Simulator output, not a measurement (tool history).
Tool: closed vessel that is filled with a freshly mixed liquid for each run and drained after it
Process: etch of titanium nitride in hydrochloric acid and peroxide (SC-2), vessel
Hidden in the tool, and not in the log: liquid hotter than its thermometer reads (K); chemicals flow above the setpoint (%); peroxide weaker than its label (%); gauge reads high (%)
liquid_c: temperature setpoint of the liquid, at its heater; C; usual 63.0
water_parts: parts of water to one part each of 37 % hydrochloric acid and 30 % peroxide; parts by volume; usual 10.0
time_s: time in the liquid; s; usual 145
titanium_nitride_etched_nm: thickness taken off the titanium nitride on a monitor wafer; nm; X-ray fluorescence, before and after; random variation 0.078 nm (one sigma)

| run | hour | liquid_c | water_parts | time_s | wafers since the last listed run | hours since the thermometer was replaced | hours since the chemicals flow meter was replaced | hours since the drum of peroxide was connected | hours since the gauge calibration | read-back film thickness of the titanium nitride reference wafer, read on the same gauge (nm) | titanium_nitride_etched_nm |
|---|---|---|---|---|---|---|---|---|---|---|---|
| 1 | 0.0 | 63.0 | 10.0 | 145 | 0 | 50.2 | 1475.1 | 120.6 | 636.4 | 157.34 | 9.53 |
| 2 | 67.4 | 63.0 | 10.0 | 145 | 7454 | 117.6 | 1542.5 | 188.0 | 703.8 | 157.59 | 9.54 |
| 3 | 132.7 | 63.0 | 10.0 | 145 | 7222 | 182.9 | 1607.8 | 253.3 | 769.1 | 157.80 | 9.45 |
| 4 | 180.7 | 63.0 | 10.0 | 145 | 5309 | 230.9 | 1655.8 | 301.3 | 817.1 | 157.98 | 9.54 |
| 5 | 225.4 | 63.0 | 10.0 | 145 | 4944 | 275.6 | 1700.5 | 346.0 | 861.8 | 158.05 | 9.40 |
| 6 | 327.8 | 63.0 | 10.0 | 145 | 11325 | 378.0 | 1802.9 | 448.4 | 964.2 | 158.29 | 9.64 |
|  | 341.0 | new drum of peroxide connected |
| 7 | 418.4 | 63.0 | 10.0 | 145 | 9910 | 468.6 | 1893.5 | 77.4 | 1054.8 | 158.46 | 9.52 |
| 8 | 498.2 | 63.0 | 10.0 | 145 | 8826 | 548.4 | 1973.3 | 157.2 | 1134.6 | 158.56 | 9.74 |
| 9 | 570.8 | 63.0 | 10.0 | 145 | 8029 | 621.0 | 2045.9 | 229.8 | 1207.2 | 158.68 | 9.52 |
| 10 | 610.7 | 56.5 | 8.5 | 100 | 4413 | 660.9 | 2085.8 | 269.7 | 1247.1 | 158.72 | 4.99 |
|  | 648.5 | gauge calibrated |
| 11 | 665.8 | 71.5 | 10.0 | 145 | 6094 | 716.0 | 2140.9 | 324.8 | 17.3 | 150.98 | 15.16 |
| 12 | 759.1 | 59.5 | 13.5 | 210 | 10319 | 809.3 | 2234.2 | 418.1 | 110.6 | 152.51 | 8.40 |
|  | 771.9 | chemicals flow meter replaced |
|  | 824.2 | new drum of peroxide connected |
| 13 | 965.7 | 63.0 | 10.0 | 145 | 22629 | 1015.9 | 193.8 | 141.5 | 317.2 | 154.91 | 9.34 |
|  | 1019.7 | thermometer replaced |
| 14 | 1032.5 | 68.0 | 12.0 | 60 | 7277 | 12.8 | 260.6 | 208.3 | 384.0 | 155.45 | 4.55 |
| 15 | 1138.3 | 63.0 | 10.0 | 65 | 11702 | 118.6 | 366.4 | 314.1 | 489.8 | 156.16 | 4.21 |
| 16 | 1228.7 | 63.0 | 10.0 | 145 | 9998 | 209.0 | 456.8 | 404.5 | 580.2 | 156.67 | 9.39 |
| 17 | 1276.7 | 63.0 | 10.0 | 145 | 5309 | 257.0 | 504.8 | 452.5 | 628.2 | 156.89 | 9.46 |
|  | 1295.5 | new drum of peroxide connected |
| 18 | 1317.5 | 60.5 | 10.0 | 210 | 4402 | 297.8 | 545.6 | 22.0 | 669.0 | 157.05 | 11.70 |

4 ways to go on from here, each from the tool as it stands after run 18. What would each give?
| A | 1318.2 | 63.0 | 13.0 | 145 | 77 | 298.5 | 546.3 | 22.7 | 669.7 | ? | ? |
| B | 1318.2 | 66.0 | 8.0 | 220 | 77 | 298.5 | 546.3 | 22.7 | 669.7 | ? | ? |
| C | 1318.2 | 63.0 | 10.0 | 210 | 77 | 298.5 | 546.3 | 22.7 | 669.7 | ? | ? |
| D | 1318.2 | 63.0 | 7.0 | 185 | 77 | 298.5 | 546.3 | 22.7 | 669.7 | ? | ? |

| run | read-back film thickness of the titanium nitride reference wafer, read on the same gauge (nm) | titanium_nitride_etched_nm |
|---|---|---|
| A | 157.04 | 7.66 |
| B | 157.04 | 20.95 |
| C | 157.04 | 13.87 |
| D | 157.04 | 16.30 |
Without the tool's hidden state the same runs would have given:
| run | titanium_nitride_etched_nm |
|---|---|
| A | 7.32 |
| B | 20.01 |
| C | 13.25 |
| D | 15.57 |

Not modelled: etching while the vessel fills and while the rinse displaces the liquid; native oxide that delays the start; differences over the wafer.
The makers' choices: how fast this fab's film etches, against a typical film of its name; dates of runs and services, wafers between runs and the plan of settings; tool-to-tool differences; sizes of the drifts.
